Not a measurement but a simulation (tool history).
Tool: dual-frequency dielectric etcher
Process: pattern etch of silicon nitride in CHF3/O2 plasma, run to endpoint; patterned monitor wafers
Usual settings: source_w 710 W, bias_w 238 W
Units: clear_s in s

| run | hour | source_w | bias_w | incoming incoming film thickness, nm | clear_s |
|---|---|---|---|---|---|
| 1 | 0 | 710 | 220 | 108 | 64.2 |
|  | 91.4 | wet clean of the chamber |
| 2 | 91.9 | 710 | 238 | 107.3 | 61 |
| 3 | 161.1 | 710 | 238 | 107.7 | 60.9 |
| 4 | 198.2 | 710 | 238 | 108.3 | 62.4 |
| 5 | 305.7 | 710 | 238 | 108.2 | 61.8 |
| 6 | 362.2 | 580 | 238 | 106.8 | 64.3 |
|  | 423.3 | bias power generator calibrated |
| 7 | 465.5 | 580 | 238 | 107.6 | 65.5 |
| 8 | 586.6 | 580 | 238 | 107.6 | 65.2 |
| 9 | 645.2 | 710 | 238 | 109 | 62.9 |
|  | 761.4 | upper electrode replaced |
| 10 | 765.9 | 710 | 238 | 107.8 | 62.9 |
|  | 836.1 | wet clean of the chamber |
| 11 | 872.9 | 710 | 238 | 108.8 | 61.7 |
| 12 | 976.7 | 710 | 198 | 109.1 | 64.9 |
| 13 | 1038.9 | 710 | 198 | 107.8 | 63 |
| 14 | 1350.2 | 710 | 198 | 106.8 | 65.3 |
| 15 | 1392.3 | 710 | 238 | 108.7 | 63.6 |
| 16 | 1442.7 | 710 | 238 | 108.9 | 64.1 |
|  | 1507.5 | wet clean of the chamber |
| 17 | 1535.4 | 710 | 238 | 108.6 | 62.3 |
| 18 | 1696.8 | 710 | 238 | 108.2 | 61.8 |
| 19 | 1781.3 | 650 | 238 | 108.6 | 64.5 |
|  | 1857.1 | source power generator calibrated |
| 20 | 1885.5 | 710 | 238 | 109 | 62.8 |
|  | 1908.2 | bias power generator calibrated |
| 21 | 1930.6 | 850 | 184 | 106.9 | 62.5 |
| 22 | 1977.3 | 600 | 269 | 108.8 | 64.3 |
| 23 | 2080.1 | 710 | 238 | 107.8 | 62.7 |
| 24 | 2149 | 710 | 238 | 108.4 | 64.5 |
|  | 2226.2 | wet clean of the chamber |
| 25 | 2316.1 | 710 | 198 | 108.3 | 64 |
| 26 | 2401.4 | 660 | 263 | 108.1 | 62.4 |
| 27 | 2457 | 610 | 238 | 108.2 | 64.8 |
| 28 | 2531.2 | 550 | 265 | 108.9 | 66.7 |
| 29 | 2578.7 | 650 | 218 | 108.7 | 65.4 |
| 30 | 2646 | 540 | 192 | 108.6 | 71 |
| 31 | 2706.5 | 710 | 238 | 108.2 | 63.2 |
| 32 | 2790.3 | 710 | 208 | 109 | 65.3 |
| 33 | 2829.7 | 550 | 218 | 108.3 | 68.9 |
| 34 | 2868.6 | 710 | 238 | 107.3 | 62.9 |
| 35 | 2945.7 | 540 | 183 | 109.3 | 73.1 |
|  | 2998 | wet clean of the chamber |
| 36 | 3038.3 | 790 | 238 | 108.9 | 61 |

3 ways to go on from here, each from the tool as it stands after run 36. What would each give?
| A | 3038.7 | 840 | 238 | 109.7 | ? |
| B | 3038.7 | 710 | 260 | 109.7 | ? |
| C | 3038.7 | 610 | 183 | 109.7 | ? |

| run | clear_s |
|---|---|
| A | 59.8 |
| B | 61.5 |
| C | 68.8 |
Without the tool's hidden state the same runs would have given:
| run | clear_s |
|---|---|
| A | 59.5 |
| B | 61.2 |
| C | 68.5 |
